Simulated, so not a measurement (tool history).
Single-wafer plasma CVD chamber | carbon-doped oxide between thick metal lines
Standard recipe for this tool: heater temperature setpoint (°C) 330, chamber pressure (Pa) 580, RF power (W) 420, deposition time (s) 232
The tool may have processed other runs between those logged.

| run | hour | heater temperature setpoint (°C) | chamber pressure (Pa) | RF power (W) | deposition time (s) | read-back reference wafer on the same gauge, thickness_nm | mean film thickness on the monitor wafer (angstrom) |
|---|---|---|---|---|---|---|---|
| 1 | 0 | 330 | 580 | 420 | 232 | 1300.812 | 11570.05 |
| 2 | 37.5 | 330 | 580 | 420 | 232 | 1301.401 | 11578.97 |
| 3 | 86.3 | 330 | 580 | 420 | 232 | 1300.201 | 11541.26 |
| 4 | 143.1 | 330 | 580 | 420 | 232 | 1300.751 | 11473.26 |
| 5 | 186.6 | 320 | 580 | 420 | 232 | 1300.489 | 11996.21 |
| 6 | 245.2 | 320 | 580 | 420 | 232 | 1300.592 | 11977.08 |
| 7 | 296 | 320 | 580 | 420 | 232 | 1298.5 | 11869.13 |
| 8 | 356.5 | 330 | 580 | 420 | 232 | 1300.536 | 11560.11 |
| 9 | 397.7 | 330 | 580 | 420 | 232 | 1298.397 | 11498.11 |
| 10 | 457.1 | 330 | 580 | 420 | 232 | 1301.012 | 11432.98 |
| 11 | 522.6 | 330 | 580 | 420 | 232 | 1299.794 | 11510.22 |
| 12 | 568.1 | 325 | 580 | 350 | 187 | 1300.05 | 8396.31 |
| 13 | 593.1 | 330 | 580 | 420 | 232 | 1298.78 | 11352.64 |
|  | 662.7 | capacitance manometer re-zeroed and calibrated |
| 14 | 663.2 | 323 | 636 | 395 | 209 | 1301.233 | 10321.69 |
|  | 663.3 | gauge calibrated |
| 15 | 687.2 | 324 | 580 | 420 | 194 | 1300.218 | 9857.14 |
| 16 | 751.4 | 318 | 645 | 505 | 263 | 1299.487 | 15398.73 |
| 17 | 776.2 | 334 | 680 | 365 | 249 | 1302.195 | 11327.42 |
| 18 | 804.7 | 324 | 580 | 420 | 194 | 1301.86 | 9673.59 |
|  | 853.3 | thermocouple changed; heater temperature recalibrated |
| 19 | 865.9 | 330 | 580 | 355 | 232 | 1300.519 | 10177.11 |
|  | 879.6 | showerhead replaced |
| 20 | 907.2 | 330 | 580 | 360 | 232 | 1300.15 | 10335.53 |
| 21 | 935.1 | 330 | 580 | 420 | 232 | 1299.902 | 11296.54 |
|  | 943.3 | RF generator calibrated |
| 22 | 965.5 | 318 | 472 | 420 | 232 | 1298.058 | 11777.92 |
| 23 | 993.9 | 323 | 580 | 420 | 232 | 1300.117 | 11908.39 |
| 24 | 1023.9 | 330 | 457 | 445 | 232 | 1300.307 | 11630.87 |
| 25 | 1067.3 | 330 | 540 | 360 | 232 | 1299.25 | 10405.64 |
| 26 | 1100.9 | 330 | 675 | 420 | 188 | 1300.107 | 9700 |
| 27 | 1255.9 | 319 | 677 | 420 | 232 | 1299.114 | 12390.75 |
| 28 | 1280.8 | 315 | 647 | 420 | 232 | 1300.19 | 12530.53 |

Forecast run 29:
| 29 | 1334.2 | 321 | 580 | 490 | 232 | ? | ? |

{"run 29": {"read-back reference wafer on the same gauge, thickness_nm": 1299.527, "mean film thickness on the monitor wafer (angstrom)": 13087.31}}
Without the tool's hidden state the same run would have given mean film thickness on the monitor wafer (angstrom) 13146.14.
